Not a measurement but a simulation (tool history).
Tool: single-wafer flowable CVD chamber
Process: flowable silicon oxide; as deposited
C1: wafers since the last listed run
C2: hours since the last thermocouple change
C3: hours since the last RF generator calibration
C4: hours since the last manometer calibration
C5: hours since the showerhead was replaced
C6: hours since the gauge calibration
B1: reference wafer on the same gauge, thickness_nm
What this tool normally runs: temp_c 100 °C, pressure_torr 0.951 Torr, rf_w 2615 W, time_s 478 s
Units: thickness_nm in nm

Run 1, hour 0: usual settings; C1 0; C2 993.4; C3 620.5; C4 1392.5; C5 2932.6; C6 1061.7; B1 382.05. Result: thickness_nm 439.444 nm.
Run 2, hour 48.2: usual settings but temp_c 111 °C; C1 165; C2 1041.6; C3 668.7; C4 1440.7; C5 2980.8; C6 1109.9; B1 382.125. Result: thickness_nm 290.389 nm.
Run 3, hour 154.5: usual settings; C1 364; C2 1147.9; C3 775; C4 1547; C5 3087.1; C6 1216.2; B1 382.092. Result: thickness_nm 437.484 nm.
Run 4, hour 200: usual settings; C1 156; C2 1193.4; C3 820.5; C4 1592.5; C5 3132.6; C6 1261.7; B1 381.818. Result: thickness_nm 435.479 nm.
Run 5, hour 306.8: usual settings; C1 366; C2 1300.2; C3 927.3; C4 1699.3; C5 3239.4; C6 1368.5; B1 381.642. Result: thickness_nm 435.652 nm.
Run 6, hour 385: usual settings; C1 268; C2 1378.4; C3 1005.5; C4 1777.5; C5 3317.6; C6 1446.7; B1 381.765. Result: thickness_nm 434.202 nm.
Run 7, hour 448.3: usual settings but pressure_torr 0.771 Torr, time_s 443 s; C1 217; C2 1441.7; C3 1068.8; C4 1840.8; C5 3380.9; C6 1510; B1 382.518. Result: thickness_nm 325.953 nm.
Run 8, hour 538: usual settings but pressure_torr 0.771 Torr, time_s 443 s; C1 307; C2 1531.4; C3 1158.5; C4 1930.5; C5 3470.6; C6 1599.7; B1 382.564. Result: thickness_nm 323.781 nm.
At hour 547.6: capacitance manometer re-zeroed and calibrated.
At hour 619.4: gauge calibrated.
Run 9, hour 640.4: usual settings but temp_c 94 °C; C1 324; C2 1633.8; C3 1260.9; C4 92.8; C5 3573; C6 21; B1 382.113. Result: thickness_nm 553.579 nm.
At hour 648.8: thermocouple changed; heater temperature recalibrated.
Run 10, hour 739.5: usual settings but temp_c 94 °C; C1 312; C2 90.7; C3 1360; C4 191.9; C5 3672.1; C6 120.1; B1 381.922. Result: thickness_nm 556.119 nm.
Run 11, hour 804.9: usual settings but temp_c 94 °C; C1 224; C2 156.1; C3 1425.4; C4 257.3; C5 3737.5; C6 185.5; B1 381.991. Result: thickness_nm 557.602 nm.
Run 12, hour 898.5: usual settings; C1 321; C2 249.7; C3 1519; C4 350.9; C5 3831.1; C6 279.1; B1 382.358. Result: thickness_nm 443.839 nm.
Run 13, hour 940.7: usual settings but temp_c 92 °C; C1 144; C2 291.9; C3 1561.2; C4 393.1; C5 3873.3; C6 321.3; B1 382.166. Result: thickness_nm 594.883 nm.
Run 14, hour 998.7: usual settings; C1 199; C2 349.9; C3 1619.2; C4 451.1; C5 3931.3; C6 379.3; B1 382.015. Result: thickness_nm 441.309 nm.
Run 15, hour 1046: usual settings but temp_c 94 °C, pressure_torr 1.064 Torr, time_s 562 s; C1 162; C2 397.2; C3 1666.5; C4 498.4; C5 3978.6; C6 426.6; B1 382.186. Result: thickness_nm 730.337 nm.
Run 16, hour 1090.2: usual settings but temp_c 104 °C, rf_w 2845 W, time_s 410 s; C1 151; C2 441.4; C3 1710.7; C4 542.6; C5 4022.8; C6 470.8; B1 382.257. Result: thickness_nm 329.53 nm.
At hour 1128.7: RF generator calibrated.
Run 17, hour 1179.8: usual settings but temp_c 86 °C, rf_w 2760 W; C1 280; C2 531; C3 51.1; C4 632.2; C5 4112.4; C6 560.4; B1 382.053. Result: thickness_nm 744.148 nm.
Run 18, hour 1223.3: usual settings but rf_w 2880 W, time_s 549 s; C1 149; C2 574.5; C3 94.6; C4 675.7; C5 4155.9; C6 603.9; B1 382.043. Result: thickness_nm 513.675 nm.
At hour 1246.3: showerhead replaced.
Run 19, hour 1264.1: usual settings but rf_w 2100 W; C1 112; C2 615.3; C3 135.4; C4 716.5; C5 17.8; C6 644.7; B1 381.915. Result: thickness_nm 413.868 nm.
Run 20, hour 1309.2: usual settings but temp_c 94 °C; C1 154; C2 660.4; C3 180.5; C4 761.6; C5 62.9; C6 689.8; B1 381.767. Result: thickness_nm 551.168 nm.
Run 21, hour 1355.5: usual settings but temp_c 111 °C, rf_w 2340 W, time_s 537 s; C1 158; C2 706.7; C3 226.8; C4 807.9; C5 109.2; C6 736.1; B1 382.338. Result: thickness_nm 319.888 nm.
Run 22, hour 1428.2: usual settings but temp_c 113 °C, pressure_torr 0.77 Torr, rf_w 2100 W; C1 249; C2 779.4; C3 299.5; C4 880.6; C5 181.9; C6 808.8; B1 382.256. Result: thickness_nm 206.192 nm.
Run 23, hour 1503.6: usual settings but temp_c 110 °C, pressure_torr 0.845 Torr, rf_w 2350 W, time_s 410 s; C1 258; C2 854.8; C3 374.9; C4 956; C5 257.3; C6 884.2; B1 381.619. Result: thickness_nm 224.371 nm.
Run 24, hour 1574.1: usual settings but temp_c 106 °C, pressure_torr 1.031 Torr, rf_w 2410 W; C1 242; C2 925.3; C3 445.4; C4 1026.5; C5 327.8; C6 954.7; B1 382.355. Result: thickness_nm 369.13 nm.

Below are 4 alternative next runs, each starting from the tool's condition after run 24. Predict each:
Run A, hour 1574.6: usual settings; C1 1; C2 925.8; C3 445.9; C4 1027; C5 328.3; C6 955.2; B1 ?. Result: thickness_nm ?.
Run B, hour 1574.6: usual settings but temp_c 108 °C, rf_w 2365 W, time_s 516 s; C1 1; C2 925.8; C3 445.9; C4 1027; C5 328.3; C6 955.2; B1 ?. Result: thickness_nm ?.
Run C, hour 1574.6: usual settings but rf_w 2860 W; C1 1; C2 925.8; C3 445.9; C4 1027; C5 328.3; C6 955.2; B1 ?. Result: thickness_nm ?.
Run D, hour 1574.6: usual settings but pressure_torr 0.887 Torr; C1 1; C2 925.8; C3 445.9; C4 1027; C5 328.3; C6 955.2; B1 ?. Result: thickness_nm ?.

run       B1  thickness_nm
  A  381.995       439.934
  B  381.995       342.318
  C  381.995       445.552
  D  381.995        410.51
What these runs would have given with no unlogged condition in the tool:
run  thickness_nm
  A       442.642
  B       344.425
  C       448.294
  D       413.037
